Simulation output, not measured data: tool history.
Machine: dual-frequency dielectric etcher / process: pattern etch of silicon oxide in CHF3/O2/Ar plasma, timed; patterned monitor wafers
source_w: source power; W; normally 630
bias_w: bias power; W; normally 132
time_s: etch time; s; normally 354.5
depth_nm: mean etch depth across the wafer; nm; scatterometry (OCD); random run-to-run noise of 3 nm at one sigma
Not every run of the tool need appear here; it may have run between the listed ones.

run	hour	source_w	bias_w	time_s	wafers since the last listed run	hours since the last wet clean	hours since the last source power generator calibration	hours since the last bias power generator calibration	hours since the last upper electrode change	hours since the gauge calibration	read-back reference wafer on the same gauge, depth_nm	depth_nm
1	0	630	132	354.5	0	238.9	1704.1	3479.1	2999.9	757	612.9	743.5
2	74.2	630	132	281	301	313.1	1778.3	3553.3	3074.1	831.2	612.2	588
# hour 148: wet clean of the chamber
3	173	630	132	354.5	303	25	1877.1	3652.1	3172.9	930	613.5	742.7
4	253.2	630	132	354.5	325	105.2	1957.3	3732.3	3253.1	1010.2	613.5	739.3
5	289.4	630	132	354.5	146	141.4	1993.5	3768.5	3289.3	1046.4	612.8	740.6
6	372.6	630	132	354.5	337	224.6	2076.7	3851.7	3372.5	1129.6	612.9	740.2
7	424.9	630	132	354.5	212	276.9	2129	3904	3424.8	1181.9	613.6	748.1
8	469.3	630	132	354.5	180	321.3	2173.4	3948.4	3469.2	1226.3	613.3	747.6
# hour 497.8: wet clean of the chamber
# hour 547.9: bias power generator calibrated
# hour 697.1: gauge calibrated
9	727.2	750	146	354.5	932	229.4	2431.3	179.3	3727.1	30.1	613.4	858.7
# hour 776: source power generator calibrated
10	789.8	570	132	354.5	237	292	13.8	241.9	3789.7	92.7	613.1	690.1
# hour 851.6: wet clean of the chamber
11	876.4	580	159	252	253	24.8	100.4	328.5	3876.3	179.3	613.5	526.3
# hour 956.6: upper electrode replaced, of another model than before
12	980.7	630	110	319	325	129.1	204.7	432.8	24.1	283.6	612.3	634.5
# hour 1222.3: wet clean of the chamber
13	1302.4	630	132	354.5	1207	80.1	526.4	754.5	345.8	605.3	613.9	736.4
14	1379	630	105	384.5	310	156.7	603	831.1	422.4	681.9	612.7	758.6

Take each entry between the runs: how does the hidden state at the last listed run before it differ from the hidden state at the first listed run after it?
From run 2 to run 3: wet clean of the chamber (hour 148)
  source power that arrives over what is set, %: 2.78 -> 2.97
  measured minus no-state result, depth_nm: +9.9 -> +13.3 nm
From run 8 to run 9: wet clean of the chamber (hour 497.8); bias power generator calibrated (hour 547.9); gauge calibrated (hour 697.1)
  source power that arrives over what is set, %: 3.54 -> 4.04
  measured minus no-state result, depth_nm: +15.9 -> +20.7 nm
From run 9 to run 10: source power generator calibrated (hour 776)
  source power that arrives over what is set, %: 4.04 -> 0.686
  measured minus no-state result, depth_nm: +20.7 -> +3 nm
From run 10 to run 11: wet clean of the chamber (hour 851.6)
  source power that arrives over what is set, %: 0.686 -> 0.854
  measured minus no-state result, depth_nm: +3 -> +2.8 nm
From run 11 to run 12: upper electrode replaced, of another model than before (hour 956.6)
  source power that arrives over what is set, %: 0.854 -> 1.06
  measured minus no-state result, depth_nm: +2.8 -> +2.1 nm
From run 12 to run 13: wet clean of the chamber (hour 1222.3)
  source power that arrives over what is set, %: 1.06 -> 1.68
  measured minus no-state result, depth_nm: +2.1 -> +3.9 nm
